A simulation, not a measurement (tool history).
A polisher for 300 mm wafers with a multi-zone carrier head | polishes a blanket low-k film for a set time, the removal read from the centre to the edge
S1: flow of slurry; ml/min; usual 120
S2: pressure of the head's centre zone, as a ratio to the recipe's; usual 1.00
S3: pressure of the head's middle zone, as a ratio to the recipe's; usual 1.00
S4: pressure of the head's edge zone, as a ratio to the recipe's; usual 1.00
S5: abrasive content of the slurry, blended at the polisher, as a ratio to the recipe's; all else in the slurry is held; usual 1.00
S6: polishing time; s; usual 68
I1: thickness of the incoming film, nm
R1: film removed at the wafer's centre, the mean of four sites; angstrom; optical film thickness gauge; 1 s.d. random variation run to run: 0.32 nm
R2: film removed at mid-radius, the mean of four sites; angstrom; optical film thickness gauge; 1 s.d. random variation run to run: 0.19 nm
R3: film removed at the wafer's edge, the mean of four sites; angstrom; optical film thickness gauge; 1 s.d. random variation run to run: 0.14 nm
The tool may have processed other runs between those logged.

run,day,S1,S2,S3,S4,S5,S6,I1,R1,R2,R3
1,0.000,120,0.92,1.00,1.00,1.00,51,348.6,149,161,157
2,2.125,120,1.00,1.00,1.00,1.00,68,348.3,212,220,212
3,3.221,120,1.00,1.00,1.00,1.00,68,352.6,219,218,209
# day 4.671: worn pad replaced by a new one
4,5.967,120,1.00,1.00,1.00,1.00,68,356.0,211,216,210
# day 6.450: slurry nozzle cleaned
5,7.242,120,1.00,1.00,1.00,1.00,68,347.8,209,217,213
# day 7.708: edge zone pressure recalibrated
6,8.762,120,1.00,1.00,1.00,1.00,68,343.5,215,214,210
7,10.592,120,1.00,1.00,1.00,1.00,68,349.3,222,216,213
# day 12.450: carrier head's membrane replaced by a new one
8,12.471,120,1.00,1.00,1.00,1.00,68,352.3,212,215,211
# day 13.662: worn pad replaced by a new one
9,13.683,120,1.00,1.00,1.00,1.00,68,351.2,211,217,209
10,15.096,120,1.00,1.03,0.89,1.15,51,350.2,171,179,161
# day 17.025: slurry nozzle cleaned
11,17.179,90,1.05,0.94,1.00,1.15,68,343.8,217,209,213
# day 19.125: centre zone pressure recalibrated
12,19.254,160,1.00,1.00,0.89,1.00,68,350.8,227,228,209
13,22.088,120,1.00,1.00,1.00,1.00,51,350.2,166,161,157
# day 23.483: worn pad replaced by a new one
14,23.504,120,1.06,1.00,1.00,1.00,68,349.3,226,213,211
15,25.188,120,0.92,1.00,1.00,1.00,68,347.5,194,220,209
16,26.304,120,1.00,0.89,1.00,1.15,88,348.9,299,272,294
17,27.512,120,1.00,1.00,1.00,1.00,68,352.0,218,218,212
18,29.325,120,1.00,1.00,1.00,1.00,68,347.8,215,216,212
# day 29.850: slurry nozzle cleaned
19,32.108,120,1.00,1.00,1.00,1.00,68,344.9,214,216,210
# day 32.671: worn pad replaced by a new one
20,33.158,80,0.91,1.08,1.00,1.00,68,348.1,175,209,197
21,34.588,100,1.00,1.00,0.92,1.00,68,350.1,199,208,198
22,37.342,120,1.00,1.09,1.00,1.00,68,349.4,216,233,211

Branching from run 22: 4 alternative next runs. What would each branch give?
A,37.358,120,1.00,1.00,1.00,1.00,68,349.8,?,?,?
B,37.358,120,1.00,1.00,1.05,1.00,61,349.8,?,?,?
C,37.358,155,1.00,1.00,1.00,1.00,68,349.8,?,?,?
D,37.358,120,1.00,0.95,0.92,0.75,68,349.8,?,?,?

run,R1,R2,R3
A,219,216,208
B,196,194,191
C,231,226,215
D,186,176,170
Take away the tool's hidden state, keep each run's random variation, and the runs would have read:
run,R1,R2,R3
A,219,216,208
B,196,194,191
C,231,226,215
D,186,176,170

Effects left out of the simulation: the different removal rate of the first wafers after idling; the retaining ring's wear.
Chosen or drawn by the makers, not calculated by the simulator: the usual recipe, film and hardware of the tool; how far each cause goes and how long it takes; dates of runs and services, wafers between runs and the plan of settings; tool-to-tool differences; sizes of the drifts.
